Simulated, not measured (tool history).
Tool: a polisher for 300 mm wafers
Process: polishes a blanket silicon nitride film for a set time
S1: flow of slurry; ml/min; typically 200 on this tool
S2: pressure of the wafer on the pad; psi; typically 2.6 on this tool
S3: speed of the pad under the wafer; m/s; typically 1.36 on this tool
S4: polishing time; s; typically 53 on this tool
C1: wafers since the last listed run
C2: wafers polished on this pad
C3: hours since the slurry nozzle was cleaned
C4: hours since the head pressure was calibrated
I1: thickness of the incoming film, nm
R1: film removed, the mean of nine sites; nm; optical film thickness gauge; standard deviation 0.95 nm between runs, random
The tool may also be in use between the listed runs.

run 1 hour=0 | S1=200 S2=2.6 S3=1.36 S4=53 | C1=0 C2=3579 C3=371.7 C4=1085.6 | I1=397.5 | R1=71.8
-- hour=22.4 worn pad replaced by a new one
run 2 hour=32.3 | S1=200 S2=2.6 S3=1.36 S4=53 | C1=480 C2=167 C3=404 C4=1117.9 | I1=396.9 | R1=78.1
run 3 hour=44.8 | S1=200 S2=2.6 S3=1.62 S4=53 | C1=212 C2=380 C3=416.5 C4=1130.4 | I1=401.5 | R1=85.1
run 4 hour=69.6 | S1=200 S2=2.1 S3=1.06 S4=53 | C1=421 C2=801 C3=441.3 C4=1155.2 | I1=399.1 | R1=54.1
run 5 hour=90.5 | S1=200 S2=2.6 S3=1.36 S4=53 | C1=355 C2=1156 C3=462.2 C4=1176.1 | I1=397 | R1=74.8
run 6 hour=122.4 | S1=200 S2=2.6 S3=1.36 S4=53 | C1=542 C2=1699 C3=494.1 C4=1208 | I1=396.6 | R1=73.8
run 7 hour=157.5 | S1=200 S2=3.3 S3=1.36 S4=53 | C1=596 C2=2295 C3=529.2 C4=1243.1 | I1=402.2 | R1=83.9
run 8 hour=182 | S1=200 S2=3.3 S3=1.36 S4=53 | C1=416 C2=2712 C3=553.7 C4=1267.6 | I1=404 | R1=83.9
run 9 hour=195.9 | S1=200 S2=3.3 S3=1.36 S4=53 | C1=236 C2=2948 C3=567.6 C4=1281.5 | I1=402.8 | R1=84.7
run 10 hour=212.3 | S1=200 S2=2.6 S3=1.36 S4=53 | C1=278 C2=3227 C3=584 C4=1297.9 | I1=399 | R1=71.4
run 11 hour=243.7 | S1=200 S2=2.6 S3=1.36 S4=53 | C1=533 C2=3760 C3=615.4 C4=1329.3 | I1=396.2 | R1=69.4
-- hour=267.4 head pressure recalibrated
-- hour=277 worn pad replaced by a new one
run 12 hour=277.5 | S1=200 S2=2.6 S3=1.36 S4=53 | C1=472 C2=8 C3=649.2 C4=10.1 | I1=398.2 | R1=80.6
run 13 hour=306 | S1=200 S2=2.6 S3=1.36 S4=53 | C1=484 C2=492 C3=677.7 C4=38.6 | I1=390.9 | R1=79.6
run 14 hour=335.3 | S1=200 S2=2.6 S3=1.36 S4=53 | C1=497 C2=990 C3=707 C4=67.9 | I1=401.9 | R1=79
run 15 hour=361.8 | S1=200 S2=3 S3=0.9 S4=44 | C1=450 C2=1440 C3=733.5 C4=94.4 | I1=399.6 | R1=51
run 16 hour=393.1 | S1=200 S2=2.6 S3=1.36 S4=53 | C1=531 C2=1972 C3=764.8 C4=125.7 | I1=399.4 | R1=76.5
run 17 hour=418.2 | S1=160 S2=2.9 S3=0.96 S4=66 | C1=426 C2=2399 C3=789.9 C4=150.8 | I1=399 | R1=74.3
-- hour=449.3 slurry nozzle cleaned
run 18 hour=451 | S1=200 S2=2.6 S3=1.36 S4=53 | C1=540 C2=2939 C3=1.7 C4=183.6 | I1=403.8 | R1=75.2
run 19 hour=476.6 | S1=200 S2=2.6 S3=1.36 S4=53 | C1=435 C2=3374 C3=27.3 C4=209.2 | I1=399.4 | R1=73.5
run 20 hour=505 | S1=240 S2=2.6 S3=1.36 S4=36 | C1=482 C2=3857 C3=55.7 C4=237.6 | I1=407.5 | R1=50.5
-- hour=533.9 worn pad replaced by a new one
run 21 hour=534.4 | S1=270 S2=2 S3=1.8 S4=45 | C1=431 C2=7 C3=85.1 C4=267 | I1=407.1 | R1=73.3
run 22 hour=550.4 | S1=200 S2=2.9 S3=1.02 S4=47 | C1=271 C2=279 C3=101.1 C4=283 | I1=398.9 | R1=58.2
run 23 hour=575.2 | S1=200 S2=3.2 S3=0.94 S4=61 | C1=421 C2=701 C3=125.9 C4=307.8 | I1=399.1 | R1=77.5
run 24 hour=603.7 | S1=200 S2=2.1 S3=1.36 S4=53 | C1=484 C2=1185 C3=154.4 C4=336.3 | I1=406.6 | R1=66.6
run 25 hour=634.3 | S1=200 S2=2.6 S3=1.56 S4=71 | C1=520 C2=1705 C3=185 C4=366.9 | I1=399.1 | R1=112
run 26 hour=668.1 | S1=250 S2=2.4 S3=1.58 S4=65 | C1=574 C2=2280 C3=218.8 C4=400.7 | I1=403.9 | R1=98.3
run 27 hour=697.7 | S1=200 S2=2.6 S3=1.36 S4=53 | C1=503 C2=2783 C3=248.4 C4=430.3 | I1=400.9 | R1=72.9
run 28 hour=731 | S1=200 S2=2.6 S3=1.36 S4=44 | C1=565 C2=3349 C3=281.7 C4=463.6 | I1=398.9 | R1=60.3
run 29 hour=745.6 | S1=200 S2=2.6 S3=1.36 S4=66 | C1=248 C2=3597 C3=296.3 C4=478.2 | I1=399.5 | R1=89.7
run 30 hour=773.1 | S1=220 S2=2.6 S3=0.94 S4=53 | C1=467 C2=4064 C3=323.8 C4=505.7 | I1=400.3 | R1=54
-- hour=786.9 worn pad replaced by a new one
run 31 hour=787.4 | S1=200 S2=1.8 S3=1.36 S4=66 | C1=175 C2=8 C3=338.1 C4=520 | I1=407.2 | R1=78.1
run 32 hour=818.1 | S1=165 S2=3.4 S3=1.08 S4=53 | C1=521 C2=530 C3=368.8 C4=550.7 | I1=402.1 | R1=76.6
run 33 hour=834.8 | S1=200 S2=2.6 S3=1.36 S4=53 | C1=283 C2=813 C3=385.5 C4=567.4 | I1=402.3 | R1=78.2
run 34 hour=863.2 | S1=140 S2=3.1 S3=1.02 S4=43 | C1=482 C2=1296 C3=413.9 C4=595.8 | I1=404.6 | R1=52.3
run 35 hour=898.2 | S1=220 S2=2.6 S3=1.36 S4=53 | C1=594 C2=1891 C3=448.9 C4=630.8 | I1=405.6 | R1=76
run 36 hour=924.5 | S1=265 S2=2.6 S3=1.36 S4=60 | C1=446 C2=2338 C3=475.2 C4=657.1 | I1=398.8 | R1=86.6
run 37 hour=945 | S1=200 S2=2.2 S3=1.82 S4=53 | C1=348 C2=2686 C3=495.7 C4=677.6 | I1=402.3 | R1=84.6

Had the tool no unlogged condition, and each run kept its random variation, what would the results have been?
The tool's hidden condition here consists of: removal rate lost through wear of the pad, %; slurry flow missing at the pad, %; deviation of the head's pressure from its setpoint, %.
run=1 R1=80.7
run=2 R1=82.2
run=3 R1=90
run=4 R1=57.8
run=5 R1=80.5
run=6 R1=80.5
run=7 R1=92.7
run=8 R1=93.7
run=9 R1=95
run=10 R1=80.7
run=11 R1=79.4
run=12 R1=80.5
run=13 R1=80.3
run=14 R1=80.6
run=15 R1=52.6
run=16 R1=79.8
run=17 R1=78.3
run=18 R1=80.3
run=19 R1=79.3
run=20 R1=55.1
run=21 R1=75.1
run=22 R1=60
run=23 R1=80.7
run=24 R1=70.2
run=25 R1=119.4
run=26 R1=106.2
run=27 R1=79.8
run=28 R1=66.9
run=29 R1=100.1
run=30 R1=60.9
run=31 R1=79.7
run=32 R1=79.1
run=33 R1=81.3
run=34 R1=55
run=35 R1=81
run=36 R1=93.2
run=37 R1=91.9
